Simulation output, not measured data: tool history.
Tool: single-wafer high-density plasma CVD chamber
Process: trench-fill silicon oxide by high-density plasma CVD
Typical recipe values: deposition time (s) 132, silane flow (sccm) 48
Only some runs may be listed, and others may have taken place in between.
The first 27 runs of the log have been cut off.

| run | hour | deposition time (s) | silane flow (sccm) | wafers since the last listed run | hours since the silane flow controller was replaced | hours since the gauge calibration | read-back reference wafer on the same gauge, thickness_nm | mean film thickness on the monitor wafer (Å) |
|---|---|---|---|---|---|---|---|---|
| 28 | 1345.8 | 122 | 48 | 543 | 1870.2 | 459.3 | 533.633 | 5832.29 |
| 29 | 1372.0 | 132 | 48 | 368 | 1896.4 | 485.5 | 533.692 | 6262.74 |
|  | 1402.4 | silane flow controller replaced |
| 30 | 1415.6 | 118 | 48 | 501 | 13.2 | 529.1 | 533.160 | 5305.78 |
| 31 | 1455.7 | 143 | 48 | 564 | 53.3 | 569.2 | 533.979 | 6475.30 |
| 32 | 1512.8 | 112 | 48 | 803 | 110.4 | 626.3 | 533.761 | 5108.16 |
| 33 | 1578.6 | 116 | 39 | 926 | 176.2 | 692.1 | 534.436 | 4309.42 |
| 34 | 1643.1 | 110 | 51 | 907 | 240.7 | 756.6 | 534.285 | 5400.32 |
| 35 | 1679.4 | 132 | 42 | 510 | 277.0 | 792.9 | 533.584 | 5332.84 |
| 36 | 1736.4 | 158 | 39 | 802 | 334.0 | 849.9 | 533.646 | 5912.21 |
| 37 | 1897.6 | 132 | 48 | 2268 | 495.2 | 1011.1 | 533.937 | 6106.55 |
| 38 | 1923.4 | 153 | 48 | 363 | 521.0 | 1036.9 | 534.430 | 7050.27 |
| 39 | 1976.3 | 154 | 44 | 744 | 573.9 | 1089.8 | 534.937 | 6590.23 |
| 40 | 2168.6 | 132 | 44 | 2706 | 766.2 | 1282.1 | 532.544 | 5663.75 |
| 41 | 2205.3 | 151 | 43 | 516 | 802.9 | 1318.8 | 534.996 | 6333.44 |
| 42 | 2252.9 | 132 | 51 | 669 | 850.5 | 1366.4 | 534.110 | 6498.96 |
| 43 | 2298.9 | 132 | 48 | 647 | 896.5 | 1412.4 | 533.540 | 6219.30 |
| 44 | 2339.6 | 132 | 48 | 572 | 937.2 | 1453.1 | 533.630 | 6165.00 |
| 45 | 2401.3 | 121 | 39 | 868 | 998.9 | 1514.8 | 534.596 | 4653.22 |

3 ways to go on from here, each from the tool as it stands after run 45. What would each give?
| A | 2401.7 | 132 | 48 | 5 | 999.3 | 1515.2 | ? | ? |
| B | 2401.7 | 155 | 48 | 5 | 999.3 | 1515.2 | ? | ? |
| C | 2401.7 | 111 | 48 | 5 | 999.3 | 1515.2 | ? | ? |

| run | read-back reference wafer on the same gauge, thickness_nm | mean film thickness on the monitor wafer (Å) |
|---|---|---|
| A | 534.166 | 6218.38 |
| B | 534.166 | 7301.89 |
| C | 534.166 | 5229.10 |
Without the tool's hidden state the same runs would have given:
| run | mean film thickness on the monitor wafer (Å) |
|---|---|
| A | 5944.31 |
| B | 6980.06 |
| C | 4998.62 |
